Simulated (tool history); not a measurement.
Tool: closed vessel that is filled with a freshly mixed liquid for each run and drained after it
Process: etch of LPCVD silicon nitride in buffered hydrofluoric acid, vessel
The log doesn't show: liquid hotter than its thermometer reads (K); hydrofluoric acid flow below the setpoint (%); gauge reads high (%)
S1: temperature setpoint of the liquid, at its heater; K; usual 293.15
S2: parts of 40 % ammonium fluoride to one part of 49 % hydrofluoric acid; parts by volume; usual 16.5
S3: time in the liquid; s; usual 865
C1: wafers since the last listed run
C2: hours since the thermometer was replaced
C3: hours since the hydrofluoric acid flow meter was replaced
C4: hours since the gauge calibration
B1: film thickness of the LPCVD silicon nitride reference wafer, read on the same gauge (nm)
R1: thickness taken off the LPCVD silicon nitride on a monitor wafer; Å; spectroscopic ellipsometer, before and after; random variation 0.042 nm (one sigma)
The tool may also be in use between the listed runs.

| run | hour | S1 | S2 | S3 | C1 | C2 | C3 | C4 | B1 | R1 |
|---|---|---|---|---|---|---|---|---|---|---|
| 1 | 0 | 295.65 | 16.5 | 865 | 0 | 200 | 578.9 | 257.3 | 40.01 | 62 |
| 2 | 14.2 | 295.65 | 16.5 | 865 | 806 | 214.2 | 593.1 | 271.5 | 40 | 62.5 |
|  | 15.2 | gauge calibrated |
| 3 | 39.4 | 295.65 | 16.5 | 865 | 1432 | 239.4 | 618.3 | 24.2 | 40 | 62.4 |
| 4 | 74.2 | 293.15 | 18.5 | 865 | 1977 | 274.2 | 653.1 | 59 | 39.98 | 49.6 |
| 5 | 99.8 | 293.15 | 18.5 | 865 | 1454 | 299.8 | 678.7 | 84.6 | 40 | 49.4 |
| 6 | 175.6 | 293.15 | 16.5 | 690 | 4307 | 375.6 | 754.5 | 160.4 | 40.01 | 43.6 |
| 7 | 209 | 293.15 | 16.5 | 690 | 1897 | 409 | 787.9 | 193.8 | 39.98 | 43.2 |
| 8 | 231.4 | 293.15 | 16.5 | 690 | 1272 | 431.4 | 810.3 | 216.2 | 39.99 | 43.4 |
| 9 | 261.6 | 293.15 | 21.5 | 595 | 1716 | 461.6 | 840.5 | 246.4 | 40 | 30.7 |
|  | 292.1 | thermometer replaced |
| 10 | 294.1 | 293.15 | 16.5 | 865 | 1790 | 2 | 873 | 278.9 | 39.98 | 49.1 |
|  | 297 | gauge calibrated |
| 11 | 307.8 | 290.15 | 21.5 | 540 | 778 | 15.7 | 886.7 | 10.8 | 40.02 | 21.5 |
|  | 317.1 | hydrofluoric acid flow meter replaced |
| 12 | 334 | 295.65 | 22 | 1190 | 1432 | 41.9 | 16.9 | 37 | 39.99 | 70.5 |
| 13 | 358.2 | 296.65 | 16.5 | 620 | 1375 | 66.1 | 41.1 | 61.2 | 40 | 51.6 |
| 14 | 382.7 | 293.15 | 16.5 | 650 | 1392 | 90.6 | 65.6 | 85.7 | 40 | 44.2 |
| 15 | 396.4 | 293.15 | 16.5 | 865 | 778 | 104.3 | 79.3 | 99.4 | 40.01 | 57.5 |
| 16 | 430.2 | 290.65 | 23 | 1205 | 1920 | 138.1 | 113.1 | 133.2 | 40.02 | 53.7 |
| 17 | 451.9 | 293.15 | 16.5 | 865 | 1233 | 159.8 | 134.8 | 154.9 | 40.01 | 58.7 |

Hidden state at the last listed run before each entry between runs and at the first one after, where it differs:
Between runs 2 and 3: gauge calibrated (hour 15.2)
  liquid hotter than its thermometer reads (K): 1.13 -> 1.21; hydrofluoric acid flow below the setpoint (%): 11.5 -> 11.9
  measured less the result without the state, R1: -3.7 -> -3.7 Å
Between runs 9 and 10: thermometer replaced (hour 292.1)
  liquid hotter than its thermometer reads (K): 1.93 -> 0.266; hydrofluoric acid flow below the setpoint (%): 15.2 -> 15.7
  measured less the result without the state, R1: -0.2 -> -8.2 Å
Between runs 10 and 11: gauge calibrated (hour 297)
  liquid hotter than its thermometer reads (K): 0.266 -> 0.31; hydrofluoric acid flow below the setpoint (%): 15.7 -> 16
  measured less the result without the state, R1: -8.2 -> -2.3 Å
Between runs 11 and 12: hydrofluoric acid flow meter replaced (hour 317.1)
  liquid hotter than its thermometer reads (K): 0.31 -> 0.395; hydrofluoric acid flow below the setpoint (%): 16 -> 0.923
  measured less the result without the state, R1: -2.3 -> +1.1 Å

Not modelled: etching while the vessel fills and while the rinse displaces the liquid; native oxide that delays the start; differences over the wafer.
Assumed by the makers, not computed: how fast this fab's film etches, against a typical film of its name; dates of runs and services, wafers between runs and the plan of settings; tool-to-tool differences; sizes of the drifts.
